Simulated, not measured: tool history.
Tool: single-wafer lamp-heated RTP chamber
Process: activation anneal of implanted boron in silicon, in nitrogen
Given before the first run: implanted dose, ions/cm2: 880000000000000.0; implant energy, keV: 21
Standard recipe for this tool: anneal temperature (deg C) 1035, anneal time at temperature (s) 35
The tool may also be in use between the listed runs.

run	hour	anneal temperature (deg C)	anneal time at temperature (s)	read-back reference wafer on the same gauge, sheet resistance	sheet resistance of the implanted and annealed layer (ohm/square)
1	0	1035	35	120.26	119.35
2	33.7	1035	35	120.39	119.03
3	51.5	1035	35	120.44	119.2
4	85.4	1035	35	120.56	119.36
# hour 105: pyrometer window cleaned and pyrometer calibrated
5	116.3	1035	35	120.63	119.34
6	137	1035	35	120.66	119.28
7	159.8	1035	35	120.71	119.56
8	194.4	1035	35	120.75	119.31
9	224.1	1025	45	120.79	119.71
10	251.9	1012	35	120.8	121.47
11	281.2	1012	35	120.84	121.35
12	301.6	1035	35	120.81	119.83
13	324.8	1035	35	120.87	119.59
# hour 336.5: gauge calibrated
14	352.8	1055	48	118.95	116.37
15	383.3	1010	18	119.22	121.16
16	397.7	1035	35	119.33	118.08
# hour 421.4: pyrometer window cleaned and pyrometer calibrated
17	421.9	1035	35	119.51	118.47
18	436.5	1035	35	119.6	118.53
19	464.3	1035	54	119.81	118.21
# hour 476.5: reflector plate cleaned
20	500.1	1014	18	119.96	121.4
21	522.5	1024	20	120.04	120.04
22	535.4	1018	14	120.14	121.43

Forecast run 23:
23	568.5	1052	28	?	?

Run 23 measured read-back reference wafer on the same gauge, sheet resistance 120.27, sheet resistance of the implanted and annealed layer (ohm/square) 118.74.
With no hidden state in the tool, this same run would have given sheet resistance of the implanted and annealed layer (ohm/square) 117.52.
